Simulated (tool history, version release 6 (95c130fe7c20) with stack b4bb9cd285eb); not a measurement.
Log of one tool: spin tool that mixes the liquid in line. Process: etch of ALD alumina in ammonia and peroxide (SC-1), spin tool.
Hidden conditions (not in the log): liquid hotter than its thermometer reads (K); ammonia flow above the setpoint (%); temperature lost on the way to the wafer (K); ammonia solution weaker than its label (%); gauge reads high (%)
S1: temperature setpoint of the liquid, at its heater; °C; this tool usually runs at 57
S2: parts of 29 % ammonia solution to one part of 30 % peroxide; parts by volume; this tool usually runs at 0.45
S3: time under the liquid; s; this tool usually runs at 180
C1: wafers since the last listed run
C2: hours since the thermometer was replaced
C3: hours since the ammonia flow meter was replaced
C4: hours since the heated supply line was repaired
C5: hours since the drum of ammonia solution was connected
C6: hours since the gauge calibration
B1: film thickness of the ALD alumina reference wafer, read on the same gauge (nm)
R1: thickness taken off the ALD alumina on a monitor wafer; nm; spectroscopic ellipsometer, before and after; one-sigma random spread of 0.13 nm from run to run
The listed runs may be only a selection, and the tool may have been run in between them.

run   hour    S1    S2   S3   C1     C2      C3      C4     C5     C6      B1     R1
  1      0    57  0.45  180    0  433.1  1111.9    2839   90.6   99.9  129.97  15.22
  2   11.1    57  0.45  180   84  444.2    1123  2850.1  101.7    111  129.98  15.32
  3   17.6  52.5  0.45  180   49  450.7  1129.5  2856.6  108.2  117.5  129.99  12.14
  4   26.2  52.5  0.45  180   65  459.3  1138.1  2865.2  116.8  126.1  130.04  12.22
  5   38.2  52.5  0.45  180   91  471.3  1150.1  2877.2  128.8  138.1  129.97  12.24
  6   45.4    57  0.45  180   55  478.5  1157.3  2884.4    136  145.3  130.01  15.34
  7   69.4    57  0.45  180  183  502.5  1181.3  2908.4    160  169.3  130.01   15.7
  8   77.8    57  0.45  180   64  510.9  1189.7  2916.8  168.4  177.7     130  15.44
      86.5  -- gauge calibrated
      87.3  -- heated supply line repaired
  9   91.4    57  0.45  180   96  524.5  1203.3     4.1    182    4.9  129.97  15.62
 10  105.6  48.5   0.6  270  108  538.7  1217.5    18.3  196.2   19.1  130.03  15.24
     120.3  -- ammonia flow meter replaced
 11  122.4    57  0.45  180  120  555.5     2.1    35.1    213   35.9  129.97  15.65
     136.9  -- new drum of ammonia solution connected
 12  138.3  50.5   0.4  270  114  571.4      18      51    1.4   51.8  129.98  16.55
 13  155.5    66  0.35  135  131  588.6    35.2    68.2   18.6     69  129.99  18.25
 14    173  65.5  0.55  215  133  606.1    52.7    85.7   36.1   86.5  129.96  29.47
     177.4  -- thermometer replaced
 15  183.1  49.5  0.45  250   69    5.7    62.8    95.8   46.2   96.6  129.98  13.02
 16  199.4    53   0.4  180  124     22    79.1   112.1   62.5  112.9     130  11.45
 17  213.8    54   0.3  125  110   36.4    93.5   126.5   76.9  127.3  129.98   8.13
 18  225.1    57  0.45  230   86   47.7   104.8   137.8   88.2  138.6  129.97  18.32
 19  237.6    57  0.45  180   95   60.2   117.3   150.3  100.7  151.1  130.01  14.24

What if the next run were any one of these 5? Each begins from the tool's condition after run 19:
  A  238.1    57  0.45   85   3  60.7  117.8  150.8  101.2  151.6   ?   ?
  B  238.1  64.5  0.55  140   3  60.7  117.8  150.8  101.2  151.6   ?   ?
  C  238.1    57  0.35  230   3  60.7  117.8  150.8  101.2  151.6   ?   ?
  D  238.1  49.5  0.45  180   3  60.7  117.8  150.8  101.2  151.6   ?   ?
  E  238.1  50.5  0.35  210   3  60.7  117.8  150.8  101.2  151.6   ?   ?

run      B1     R1
  A  130.01   6.81
  B  130.01  16.76
  C  130.01     18
  D  130.01   9.65
  E  130.01  11.61
What these runs would have given with no unlogged condition in the tool:
run     R1
  A    6.7
  B  16.49
  C  17.69
  D   9.47
  E   11.4
